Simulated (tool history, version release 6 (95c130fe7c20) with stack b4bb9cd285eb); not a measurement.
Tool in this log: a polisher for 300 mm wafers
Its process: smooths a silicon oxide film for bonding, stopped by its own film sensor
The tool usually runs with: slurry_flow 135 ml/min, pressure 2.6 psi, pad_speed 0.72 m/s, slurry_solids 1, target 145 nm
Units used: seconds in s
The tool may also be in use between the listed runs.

| run | hour | slurry_flow | pressure | pad_speed | slurry_solids | target | wafers since the last listed run | wafers polished on this pad | hours since the slurry nozzle was cleaned | hours since the head pressure was calibrated | hours since the slurry blender was calibrated | incoming thickness of the incoming film, nm | seconds |
|---|---|---|---|---|---|---|---|---|---|---|---|---|---|
| 1 | 0 | 160 | 2.6 | 0.72 | 1 | 145 | 0 | 359 | 268.4 | 666.9 | 144.7 | 187.8 | 70 |
| 2 | 32.4 | 160 | 2.6 | 0.72 | 1 | 145 | 342 | 702 | 300.8 | 699.3 | 177.1 | 190.6 | 75.6 |
| 3 | 57.4 | 160 | 2.6 | 0.72 | 1 | 145 | 264 | 967 | 325.8 | 724.3 | 202.1 | 192.9 | 79.2 |
| 4 | 75.5 | 135 | 2.6 | 0.72 | 0.9 | 145 | 191 | 1158 | 343.9 | 742.4 | 220.2 | 187 | 75.5 |
| 5 | 93.1 | 165 | 2.6 | 0.72 | 0.9 | 145 | 186 | 1345 | 361.5 | 760 | 237.8 | 188.7 | 77.2 |
|  | 103.6 | worn pad replaced by a new one |
| 6 | 105.7 | 165 | 2.6 | 0.72 | 0.9 | 145 | 91 | 22 | 374.1 | 772.6 | 250.4 | 190.5 | 79 |
| 7 | 128.9 | 135 | 2.6 | 0.72 | 1 | 145 | 245 | 268 | 397.3 | 795.8 | 273.6 | 188.6 | 73.7 |
| 8 | 158 | 125 | 2.6 | 0.72 | 1 | 145 | 308 | 576 | 426.4 | 824.9 | 302.7 | 189.3 | 75.9 |
| 9 | 185.2 | 160 | 2.6 | 0.72 | 1 | 145 | 287 | 864 | 453.6 | 852.1 | 329.9 | 186.4 | 66.6 |
|  | 187.9 | slurry blender recalibrated |
|  | 224.3 | worn pad replaced by a new one |
| 10 | 253.8 | 135 | 2.6 | 0.72 | 1 | 145 | 662 | 311 | 522.2 | 920.7 | 65.9 | 193.1 | 83.5 |
| 11 | 273.8 | 135 | 2.6 | 0.72 | 0.75 | 133 | 211 | 523 | 542.2 | 940.7 | 85.9 | 190.9 | 117.5 |
| 12 | 291 | 100 | 2.6 | 0.86 | 1.15 | 160 | 182 | 705 | 559.4 | 957.9 | 103.1 | 191.5 | 47.2 |
|  | 312.5 | head pressure recalibrated |
|  | 334.9 | worn pad replaced by a new one |
|  | 347.9 | slurry nozzle cleaned |
| 13 | 396.6 | 100 | 2.6 | 0.58 | 1.3 | 145 | 1043 | 642 | 48.7 | 84.1 | 208.7 | 193.3 | 89.1 |
| 14 | 414.6 | 135 | 1.8 | 0.8 | 1 | 133 | 190 | 832 | 66.7 | 102.1 | 226.7 | 190.2 | 131.1 |
|  | 438.5 | worn pad replaced by a new one |
| 15 | 450.2 | 135 | 3.4 | 0.9 | 0.8 | 145 | 334 | 124 | 102.3 | 137.7 | 262.3 | 187.8 | 55.5 |
| 16 | 473.4 | 180 | 2.9 | 0.8 | 0.7 | 145 | 245 | 369 | 125.5 | 160.9 | 285.5 | 187.3 | 72.2 |
| 17 | 490.4 | 135 | 2.6 | 0.8 | 0.8 | 145 | 179 | 549 | 142.5 | 177.9 | 302.5 | 192.7 | 86.9 |

Branching from run 17: 3 alternative next runs. What would each branch give?
| A | 490.8 | 135 | 2.6 | 0.72 | 1 | 145 | 4 | 553 | 142.9 | 178.3 | 302.9 | 186.1 | ? |
| B | 490.8 | 135 | 2.6 | 0.92 | 1 | 145 | 4 | 553 | 142.9 | 178.3 | 302.9 | 186.1 | ? |
| C | 490.8 | 110 | 2.6 | 0.72 | 1 | 145 | 4 | 553 | 142.9 | 178.3 | 302.9 | 186.1 | ? |

| run | seconds |
|---|---|
| A | 69.6 |
| B | 59.2 |
| C | 73 |
Stripped of hidden state, with their random variation kept, the same runs would have yielded:
| run | seconds |
|---|---|
| A | 69.6 |
| B | 59.2 |
| C | 73 |
